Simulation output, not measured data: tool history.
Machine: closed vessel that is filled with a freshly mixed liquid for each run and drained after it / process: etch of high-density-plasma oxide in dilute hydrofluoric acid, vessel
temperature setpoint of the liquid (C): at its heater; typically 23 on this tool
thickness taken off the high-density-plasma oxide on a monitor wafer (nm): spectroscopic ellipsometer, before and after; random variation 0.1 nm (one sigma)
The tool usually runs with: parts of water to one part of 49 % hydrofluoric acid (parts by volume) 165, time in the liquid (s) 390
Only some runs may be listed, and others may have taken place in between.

run	hour	temperature setpoint of the liquid (C)	parts of water to one part of 49 % hydrofluoric acid (parts by volume)	time in the liquid (s)	read-back film thickness of the high-density-plasma oxide reference wafer, read on the same gauge (nm)	thickness taken off the high-density-plasma oxide on a monitor wafer (nm)
1	0	23	165	390	80.01	13.75
2	25.9	23	165	390	79.98	13.58
3	59.7	23	165	390	80.01	13.76
4	75	23	165	390	80.02	13.73
5	88.6	23	165	390	80.01	13.66
6	110.8	23	165	390	80.01	13.96
7	132.4	23	165	390	80.01	13.88
8	145.9	23	165	390	80.02	13.7
# hour 167.5: gauge calibrated
9	169.2	26	240	390	80.01	9.84
10	200.8	26	165	255	80	10.18
# hour 249.7: hydrofluoric acid flow meter replaced
# hour 275.9: thermometer replaced
11	281.5	23	225	390	79.97	8.45
12	298.8	20	165	495	80	13.92
13	387	25.5	195	455	79.99	12.67
14	407.3	23	165	390	80	12.29
15	433.9	23	145	250	79.99	9.19
16	466	27	165	540	79.99	19.81

3 options for the next run, each taken on its own from the tool as it stands now. Forecast them:
A	466.8	23	165	390	?	?
B	466.8	23	190	390	?	?
C	466.8	20	120	480	?	?

run	read-back film thickness of the high-density-plasma oxide reference wafer, read on the same gauge (nm)	thickness taken off the high-density-plasma oxide on a monitor wafer (nm)
A	80	12.26
B	80	10.37
C	80	19.34
With no hidden state in the tool, these same runs would have given:
run	thickness taken off the high-density-plasma oxide on a monitor wafer (nm)
A	11.93
B	10.08
C	18.83
